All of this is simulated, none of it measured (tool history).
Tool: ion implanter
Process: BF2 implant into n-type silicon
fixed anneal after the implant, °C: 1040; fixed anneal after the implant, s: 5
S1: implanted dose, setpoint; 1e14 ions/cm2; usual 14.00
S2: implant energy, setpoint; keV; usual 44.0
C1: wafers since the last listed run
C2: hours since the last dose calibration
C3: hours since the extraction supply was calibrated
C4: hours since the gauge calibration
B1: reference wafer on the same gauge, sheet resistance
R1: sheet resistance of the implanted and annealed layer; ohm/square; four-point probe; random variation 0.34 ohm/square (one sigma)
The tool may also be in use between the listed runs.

run 1 hour=0.0 | S1=14.00 S2=44.0 | C1=0 C2=129.4 C3=3403.1 C4=1080.0 | B1=93.06 | R1=105.02
run 2 hour=50.7 | S1=14.00 S2=44.0 | C1=866 C2=180.1 C3=3453.8 C4=1130.7 | B1=93.11 | R1=105.08
run 3 hour=76.5 | S1=14.00 S2=44.0 | C1=441 C2=205.9 C3=3479.6 C4=1156.5 | B1=92.98 | R1=104.37
run 4 hour=139.4 | S1=14.00 S2=44.0 | C1=1075 C2=268.8 C3=3542.5 C4=1219.4 | B1=93.06 | R1=104.56
run 5 hour=188.9 | S1=14.00 S2=44.0 | C1=846 C2=318.3 C3=3592.0 C4=1268.9 | B1=93.01 | R1=104.18
run 6 hour=223.9 | S1=14.00 S2=44.0 | C1=598 C2=353.3 C3=3627.0 C4=1303.9 | B1=92.83 | R1=104.36
run 7 hour=277.3 | S1=14.00 S2=44.0 | C1=912 C2=406.7 C3=3680.4 C4=1357.3 | B1=93.05 | R1=103.98
run 8 hour=316.0 | S1=14.00 S2=44.0 | C1=661 C2=445.4 C3=3719.1 C4=1396.0 | B1=92.94 | R1=104.23
run 9 hour=358.0 | S1=14.00 S2=50.0 | C1=717 C2=487.4 C3=3761.1 C4=1438.0 | B1=92.99 | R1=98.97
run 10 hour=396.9 | S1=14.00 S2=50.0 | C1=664 C2=526.3 C3=3800.0 C4=1476.9 | B1=93.04 | R1=98.99
run 11 hour=437.4 | S1=14.00 S2=50.0 | C1=692 C2=566.8 C3=3840.5 C4=1517.4 | B1=93.01 | R1=98.27
-- hour=448.1 Faraday cup replaced and dose calibrated
run 12 hour=489.8 | S1=14.00 S2=44.0 | C1=758 C2=41.7 C3=3892.9 C4=1569.8 | B1=93.01 | R1=105.09
run 13 hour=521.7 | S1=14.00 S2=44.0 | C1=545 C2=73.6 C3=3924.8 C4=1601.7 | B1=92.85 | R1=104.95
run 14 hour=546.5 | S1=12.35 S2=44.0 | C1=423 C2=98.4 C3=3949.6 C4=1626.5 | B1=92.93 | R1=110.41
-- hour=563.8 gauge calibrated
run 15 hour=585.2 | S1=14.00 S2=44.0 | C1=661 C2=137.1 C3=3988.3 C4=21.4 | B1=93.05 | R1=104.34
run 16 hour=634.8 | S1=14.00 S2=44.0 | C1=847 C2=186.7 C3=4037.9 C4=71.0 | B1=93.01 | R1=104.59
run 17 hour=663.0 | S1=14.00 S2=44.0 | C1=482 C2=214.9 C3=4066.1 C4=99.2 | B1=93.07 | R1=104.35
run 18 hour=734.7 | S1=18.06 S2=50.5 | C1=1225 C2=286.6 C3=4137.8 C4=170.9 | B1=92.92 | R1=91.53
-- hour=773.4 extraction supply calibrated
run 19 hour=779.7 | S1=18.07 S2=53.5 | C1=632 C2=331.6 C3=6.3 C4=215.9 | B1=92.94 | R1=89.04
run 20 hour=813.4 | S1=17.52 S2=56.5 | C1=576 C2=365.3 C3=40.0 C4=249.6 | B1=93.02 | R1=87.57
run 21 hour=876.3 | S1=11.56 S2=55.5 | C1=1075 C2=428.2 C3=102.9 C4=312.5 | B1=93.06 | R1=105.26
run 22 hour=931.0 | S1=11.37 S2=44.0 | C1=934 C2=482.9 C3=157.6 C4=367.2 | B1=93.03 | R1=112.88
run 23 hour=974.1 | S1=14.00 S2=44.0 | C1=736 C2=526.0 C3=200.7 C4=410.3 | B1=93.02 | R1=103.13
run 24 hour=1038.6 | S1=18.06 S2=50.5 | C1=1102 C2=590.5 C3=265.2 C4=474.8 | B1=92.89 | R1=90.94
run 25 hour=1077.2 | S1=12.05 S2=53.0 | C1=659 C2=629.1 C3=303.8 C4=513.4 | B1=92.89 | R1=102.52
-- hour=1131.5 Faraday cup replaced and dose calibrated
run 26 hour=1148.5 | S1=14.00 S2=44.0 | C1=1082 C2=17.0 C3=375.1 C4=584.7 | B1=93.06 | R1=105.14
run 27 hour=1217.1 | S1=14.00 S2=56.0 | C1=1172 C2=85.6 C3=443.7 C4=653.3 | B1=92.90 | R1=96.45
run 28 hour=1249.4 | S1=9.98 S2=32.0 | C1=552 C2=117.9 C3=476.0 C4=685.6 | B1=92.91 | R1=139.37
run 29 hour=1274.5 | S1=14.00 S2=44.0 | C1=429 C2=143.0 C3=501.1 C4=710.7 | B1=93.06 | R1=105.00
run 30 hour=1345.9 | S1=16.36 S2=58.5 | C1=1220 C2=214.4 C3=572.5 C4=782.1 | B1=93.04 | R1=88.67
run 31 hour=1411.7 | S1=11.56 S2=55.5 | C1=1124 C2=280.2 C3=638.3 C4=847.9 | B1=92.91 | R1=106.33
run 32 hour=1464.4 | S1=10.66 S2=49.0 | C1=900 C2=332.9 C3=691.0 C4=900.6 | B1=93.00 | R1=114.12

Forecast each of these 4 alternatives for the next run:
run A hour=1464.8 | S1=14.00 S2=54.0 | C1=6 C2=333.3 C3=691.4 C4=901.0 | B1=? | R1=?
run B hour=1464.8 | S1=10.45 S2=52.0 | C1=6 C2=333.3 C3=691.4 C4=901.0 | B1=? | R1=?
run C hour=1464.8 | S1=14.00 S2=38.0 | C1=6 C2=333.3 C3=691.4 C4=901.0 | B1=? | R1=?
run D hour=1464.8 | S1=11.17 S2=35.0 | C1=6 C2=333.3 C3=691.4 C4=901.0 | B1=? | R1=?

run=A B1=93.04 R1=96.25
run=B B1=93.04 R1=113.87
run=C B1=93.04 R1=111.06
run=D B1=93.04 R1=124.98
Without the tool's hidden state the same runs would have given:
run=A R1=97.07
run=B R1=115.40
run=C R1=111.70
run=D R1=126.12
